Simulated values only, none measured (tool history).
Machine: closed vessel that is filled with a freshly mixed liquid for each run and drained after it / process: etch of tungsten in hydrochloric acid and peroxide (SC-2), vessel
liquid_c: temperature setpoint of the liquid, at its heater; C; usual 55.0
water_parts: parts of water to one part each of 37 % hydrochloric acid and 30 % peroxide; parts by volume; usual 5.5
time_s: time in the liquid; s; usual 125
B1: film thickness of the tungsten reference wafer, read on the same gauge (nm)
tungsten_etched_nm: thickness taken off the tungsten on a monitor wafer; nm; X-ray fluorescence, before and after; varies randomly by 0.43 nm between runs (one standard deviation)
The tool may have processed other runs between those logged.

run 1 hour=0.0 | liquid_c=55.0 water_parts=5.5 time_s=125 | B1=30.01 | tungsten_etched_nm=42.19
-- hour=74.5 thermometer replaced
run 2 hour=75.3 | liquid_c=55.0 water_parts=5.5 time_s=125 | B1=29.99 | tungsten_etched_nm=42.05
run 3 hour=136.1 | liquid_c=59.0 water_parts=5.5 time_s=65 | B1=30.01 | tungsten_etched_nm=27.92
run 4 hour=193.3 | liquid_c=59.0 water_parts=5.5 time_s=65 | B1=29.98 | tungsten_etched_nm=27.41
run 5 hour=273.0 | liquid_c=55.0 water_parts=5.5 time_s=125 | B1=30.00 | tungsten_etched_nm=40.74
run 6 hour=357.7 | liquid_c=55.0 water_parts=5.5 time_s=125 | B1=30.00 | tungsten_etched_nm=40.06
run 7 hour=411.4 | liquid_c=55.0 water_parts=5.5 time_s=125 | B1=29.98 | tungsten_etched_nm=40.59
-- hour=453.1 new drum of peroxide connected
run 8 hour=477.5 | liquid_c=50.0 water_parts=5.5 time_s=125 | B1=29.99 | tungsten_etched_nm=31.07
run 9 hour=547.4 | liquid_c=50.0 water_parts=5.5 time_s=125 | B1=30.01 | tungsten_etched_nm=30.08
run 10 hour=588.0 | liquid_c=50.0 water_parts=5.5 time_s=125 | B1=30.00 | tungsten_etched_nm=30.33
run 11 hour=636.0 | liquid_c=55.0 water_parts=5.5 time_s=70 | B1=30.00 | tungsten_etched_nm=23.54
-- hour=684.4 gauge calibrated
-- hour=694.6 chemicals flow meter replaced
-- hour=699.1 thermometer replaced
run 12 hour=732.1 | liquid_c=55.0 water_parts=5.5 time_s=70 | B1=29.99 | tungsten_etched_nm=25.52
run 13 hour=772.6 | liquid_c=55.0 water_parts=5.5 time_s=70 | B1=29.99 | tungsten_etched_nm=25.65
run 14 hour=870.0 | liquid_c=64.0 water_parts=5.5 time_s=125 | B1=29.98 | tungsten_etched_nm=78.58
run 15 hour=974.7 | liquid_c=51.0 water_parts=5.5 time_s=100 | B1=30.00 | tungsten_etched_nm=27.54
run 16 hour=1144.3 | liquid_c=55.0 water_parts=5.5 time_s=125 | B1=29.99 | tungsten_etched_nm=44.19
-- hour=1234.6 thermometer replaced
run 17 hour=1237.6 | liquid_c=55.0 water_parts=5.5 time_s=125 | B1=30.01 | tungsten_etched_nm=43.81
run 18 hour=1327.1 | liquid_c=49.0 water_parts=7.0 time_s=125 | B1=29.99 | tungsten_etched_nm=23.73
run 19 hour=1366.8 | liquid_c=59.0 water_parts=5.5 time_s=65 | B1=30.01 | tungsten_etched_nm=28.58
-- hour=1460.1 new drum of peroxide connected
run 20 hour=1471.8 | liquid_c=48.0 water_parts=5.5 time_s=125 | B1=30.01 | tungsten_etched_nm=28.57
run 21 hour=1549.1 | liquid_c=49.5 water_parts=4.0 time_s=125 | B1=30.01 | tungsten_etched_nm=39.66
run 22 hour=1653.2 | liquid_c=58.0 water_parts=4.0 time_s=165 | B1=29.99 | tungsten_etched_nm=89.13
run 23 hour=1747.1 | liquid_c=62.5 water_parts=4.5 time_s=125 | B1=29.99 | tungsten_etched_nm=81.48
-- hour=1773.7 thermometer replaced
run 24 hour=1851.2 | liquid_c=55.0 water_parts=4.0 time_s=70 | B1=30.02 | tungsten_etched_nm=30.57
-- hour=1916.5 gauge calibrated
run 25 hour=2089.6 | liquid_c=61.0 water_parts=4.0 time_s=65 | B1=29.99 | tungsten_etched_nm=40.60
run 26 hour=2158.2 | liquid_c=52.0 water_parts=4.0 time_s=125 | B1=29.99 | tungsten_etched_nm=44.26

What if the next run were any one of these 3? Each begins from the tool's condition after run 26:
run A hour=2158.9 | liquid_c=55.0 water_parts=5.5 time_s=175 | B1=? | tungsten_etched_nm=?
run B hour=2158.9 | liquid_c=64.0 water_parts=8.0 time_s=85 | B1=? | tungsten_etched_nm=?
run C hour=2158.9 | liquid_c=49.0 water_parts=4.0 time_s=90 | B1=? | tungsten_etched_nm=?

run=A B1=30.01 tungsten_etched_nm=59.26
run=B B1=30.01 tungsten_etched_nm=37.73
run=C B1=30.01 tungsten_etched_nm=25.87
Stripped of hidden state, with their random variation kept, the same runs would have yielded:
run=A tungsten_etched_nm=66.74
run=B tungsten_etched_nm=42.83
run=C tungsten_etched_nm=28.90
